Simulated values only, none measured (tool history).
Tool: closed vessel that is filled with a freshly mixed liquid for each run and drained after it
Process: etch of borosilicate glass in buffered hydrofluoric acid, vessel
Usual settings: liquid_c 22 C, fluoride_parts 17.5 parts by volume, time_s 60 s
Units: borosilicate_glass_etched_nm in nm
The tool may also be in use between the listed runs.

| run | day | liquid_c | fluoride_parts | time_s | wafers since the last listed run | hours since the thermometer was replaced | hours since the hydrofluoric acid flow meter was replaced | hours since the gauge calibration | read-back film thickness of the borosilicate glass reference wafer, read on the same gauge (nm) | borosilicate_glass_etched_nm |
|---|---|---|---|---|---|---|---|---|---|---|
| 1 | 0 | 22 | 13.5 | 60 | 0 | 304.6 | 105 | 51.7 | 60 | 56.03 |
| 2 | 1.412 | 22 | 17.5 | 60 | 3444 | 338.5 | 138.9 | 85.6 | 60.02 | 43.09 |
| 3 | 2.467 | 22 | 17.5 | 85 | 2570 | 363.8 | 164.2 | 110.9 | 59.99 | 60.73 |
| 4 | 3.329 | 22 | 17.5 | 85 | 2102 | 384.5 | 184.9 | 131.6 | 59.99 | 61.19 |
| 5 | 4.45 | 22 | 17.5 | 60 | 2732 | 411.4 | 211.8 | 158.5 | 60.01 | 42.86 |
| 6 | 5.171 | 22 | 17.5 | 60 | 1757 | 428.7 | 229.1 | 175.8 | 60 | 42.57 |
| 7 | 6.646 | 22 | 17.5 | 60 | 3596 | 464.1 | 264.5 | 211.2 | 60 | 42.99 |
| 8 | 7.471 | 22 | 17.5 | 60 | 2011 | 483.9 | 284.3 | 231 | 59.98 | 42.95 |
| 9 | 8.429 | 22 | 17.5 | 60 | 2336 | 506.9 | 307.3 | 254 | 59.99 | 42.8 |
| 10 | 9.117 | 22 | 17.5 | 60 | 1676 | 523.4 | 323.8 | 270.5 | 59.97 | 42.88 |
| 11 | 10.608 | 24.5 | 23 | 85 | 3637 | 559.2 | 359.6 | 306.3 | 60.02 | 55.19 |
|  | 11.425 | gauge calibrated |
| 12 | 11.938 | 22 | 14 | 50 | 3240 | 591.1 | 391.5 | 12.3 | 60.02 | 44.53 |
| 13 | 13.083 | 19 | 15 | 85 | 2793 | 618.6 | 419 | 39.8 | 60.01 | 59.41 |
|  | 13.192 | thermometer replaced |
| 14 | 13.717 | 22 | 17.5 | 60 | 1442 | 12.6 | 434.2 | 55 | 60.02 | 42.44 |
| 15 | 14.312 | 22 | 17.5 | 60 | 1452 | 26.9 | 448.5 | 69.3 | 59.97 | 42.6 |
|  | 14.679 | hydrofluoric acid flow meter replaced |
| 16 | 14.908 | 22 | 17.5 | 60 | 1351 | 41.2 | 5.5 | 83.6 | 60.04 | 43 |
| 17 | 16.362 | 20.5 | 23 | 70 | 3545 | 76.1 | 40.4 | 118.5 | 60.01 | 36.5 |
| 18 | 17.804 | 24.5 | 11.5 | 40 | 3515 | 110.7 | 75 | 153.1 | 60.01 | 49.21 |
| 19 | 18.379 | 22 | 19.5 | 60 | 1401 | 124.5 | 88.8 | 166.9 | 59.98 | 38.71 |
| 20 | 18.9 | 27 | 24 | 85 | 1269 | 137 | 101.3 | 179.4 | 60 | 61.05 |

What the log doesn't show, run by run:
liquid colder than its thermometer reads (K): 0 in every run
hydrofluoric acid flow below the setpoint (%): 0 in every run
gauge reads high (%): 0 in every run
